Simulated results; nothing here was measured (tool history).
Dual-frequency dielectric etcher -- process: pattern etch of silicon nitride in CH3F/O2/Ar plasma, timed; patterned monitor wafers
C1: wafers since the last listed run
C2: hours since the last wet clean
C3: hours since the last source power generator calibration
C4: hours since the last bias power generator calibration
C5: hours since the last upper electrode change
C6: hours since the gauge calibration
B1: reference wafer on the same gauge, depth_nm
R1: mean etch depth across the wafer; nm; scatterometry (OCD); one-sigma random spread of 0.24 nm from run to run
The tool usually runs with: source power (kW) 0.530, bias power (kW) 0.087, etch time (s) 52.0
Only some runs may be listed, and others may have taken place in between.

run 1 hour=0.0 | source_power_(kW)=0.480 bias_power_(kW)=0.087 etch_time_(s)=52.0 | C1=0 C2=322.5 C3=2139.6 C4=2626.4 C5=2051.8 C6=305.7 | B1=47.32 | R1=41.32
-- hour=9.9 gauge calibrated
run 2 hour=25.2 | source_power_(kW)=0.480 bias_power_(kW)=0.087 etch_time_(s)=52.0 | C1=424 C2=347.7 C3=2164.8 C4=2651.6 C5=2077.0 C6=15.3 | B1=47.31 | R1=41.20
run 3 hour=48.0 | source_power_(kW)=0.530 bias_power_(kW)=0.087 etch_time_(s)=52.0 | C1=384 C2=370.5 C3=2187.6 C4=2674.4 C5=2099.8 C6=38.1 | B1=47.31 | R1=43.11
run 4 hour=77.0 | source_power_(kW)=0.530 bias_power_(kW)=0.087 etch_time_(s)=52.0 | C1=488 C2=399.5 C3=2216.6 C4=2703.4 C5=2128.8 C6=67.1 | B1=47.31 | R1=43.82
run 5 hour=110.0 | source_power_(kW)=0.530 bias_power_(kW)=0.087 etch_time_(s)=52.0 | C1=556 C2=432.5 C3=2249.6 C4=2736.4 C5=2161.8 C6=100.1 | B1=47.27 | R1=43.20
run 6 hour=126.5 | source_power_(kW)=0.610 bias_power_(kW)=0.087 etch_time_(s)=52.0 | C1=278 C2=449.0 C3=2266.1 C4=2752.9 C5=2178.3 C6=116.6 | B1=47.32 | R1=47.42
run 7 hour=143.6 | source_power_(kW)=0.610 bias_power_(kW)=0.087 etch_time_(s)=52.0 | C1=288 C2=466.1 C3=2283.2 C4=2770.0 C5=2195.4 C6=133.7 | B1=47.30 | R1=46.63
run 8 hour=164.9 | source_power_(kW)=0.610 bias_power_(kW)=0.087 etch_time_(s)=52.0 | C1=359 C2=487.4 C3=2304.5 C4=2791.3 C5=2216.7 C6=155.0 | B1=47.36 | R1=46.93
run 9 hour=179.7 | source_power_(kW)=0.530 bias_power_(kW)=0.087 etch_time_(s)=52.0 | C1=249 C2=502.2 C3=2319.3 C4=2806.1 C5=2231.5 C6=169.8 | B1=47.32 | R1=43.30
-- hour=194.3 bias power generator calibrated
run 10 hour=194.8 | source_power_(kW)=0.530 bias_power_(kW)=0.087 etch_time_(s)=52.0 | C1=187 C2=517.3 C3=2334.4 C4=0.5 C5=2246.6 C6=184.9 | B1=47.26 | R1=43.40
run 11 hour=222.2 | source_power_(kW)=0.530 bias_power_(kW)=0.087 etch_time_(s)=52.0 | C1=461 C2=544.7 C3=2361.8 C4=27.9 C5=2274.0 C6=212.3 | B1=47.23 | R1=43.63
-- hour=255.2 wet clean of the chamber
run 12 hour=255.7 | source_power_(kW)=0.640 bias_power_(kW)=0.076 etch_time_(s)=52.0 | C1=160 C2=0.5 C3=2395.3 C4=61.4 C5=2307.5 C6=245.8 | B1=47.27 | R1=45.01
run 13 hour=276.9 | source_power_(kW)=0.530 bias_power_(kW)=0.087 etch_time_(s)=52.0 | C1=357 C2=21.7 C3=2416.5 C4=82.6 C5=2328.7 C6=267.0 | B1=47.31 | R1=43.57
run 14 hour=299.0 | source_power_(kW)=0.450 bias_power_(kW)=0.087 etch_time_(s)=39.5 | C1=372 C2=43.8 C3=2438.6 C4=104.7 C5=2350.8 C6=289.1 | B1=47.28 | R1=29.71
run 15 hour=321.5 | source_power_(kW)=0.470 bias_power_(kW)=0.069 etch_time_(s)=41.0 | C1=379 C2=66.3 C3=2461.1 C4=127.2 C5=2373.3 C6=311.6 | B1=47.28 | R1=28.69
-- hour=329.3 gauge calibrated
run 16 hour=354.9 | source_power_(kW)=0.630 bias_power_(kW)=0.073 etch_time_(s)=48.0 | C1=563 C2=99.7 C3=2494.5 C4=160.6 C5=2406.7 C6=25.6 | B1=47.24 | R1=40.40
-- hour=393.7 source power generator calibrated
-- hour=403.1 upper electrode replaced
run 17 hour=403.6 | source_power_(kW)=0.530 bias_power_(kW)=0.075 etch_time_(s)=63.5 | C1=595 C2=148.4 C3=9.9 C4=209.3 C5=0.5 C6=74.3 | B1=47.26 | R1=49.84
run 18 hour=414.3 | source_power_(kW)=0.420 bias_power_(kW)=0.087 etch_time_(s)=52.0 | C1=180 C2=159.1 C3=20.6 C4=220.0 C5=11.2 C6=85.0 | B1=47.30 | R1=37.91
run 19 hour=426.9 | source_power_(kW)=0.530 bias_power_(kW)=0.087 etch_time_(s)=52.0 | C1=212 C2=171.7 C3=33.2 C4=232.6 C5=23.8 C6=97.6 | B1=47.27 | R1=43.88
run 20 hour=448.0 | source_power_(kW)=0.530 bias_power_(kW)=0.087 etch_time_(s)=52.0 | C1=355 C2=192.8 C3=54.3 C4=253.7 C5=44.9 C6=118.7 | B1=47.23 | R1=43.78
run 21 hour=461.7 | source_power_(kW)=0.530 bias_power_(kW)=0.087 etch_time_(s)=36.5 | C1=230 C2=206.5 C3=68.0 C4=267.4 C5=58.6 C6=132.4 | B1=47.33 | R1=30.41
run 22 hour=494.7 | source_power_(kW)=0.530 bias_power_(kW)=0.096 etch_time_(s)=47.0 | C1=556 C2=239.5 C3=101.0 C4=300.4 C5=91.6 C6=165.4 | B1=47.29 | R1=41.02
run 23 hour=513.4 | source_power_(kW)=0.440 bias_power_(kW)=0.102 etch_time_(s)=64.5 | C1=315 C2=258.2 C3=119.7 C4=319.1 C5=110.3 C6=184.1 | B1=47.31 | R1=52.26

What differs in the tool's unlogged condition from the final listed run ahead of each entry between runs to the first listed run following it?
Logged between run 1 and run 2: gauge calibrated (hour 9.9)
  both runs share identical hidden conditions
Logged between run 9 and run 10: bias power generator calibrated (hour 194.3)
  both runs share identical hidden conditions
Logged between run 11 and run 12: wet clean of the chamber (hour 255.2)
  both runs share identical hidden conditions
Logged between run 15 and run 16: gauge calibrated (hour 329.3)
  both runs share identical hidden conditions
Logged between run 16 and run 17: source power generator calibrated (hour 393.7); upper electrode replaced (hour 403.1)
  both runs share identical hidden conditions
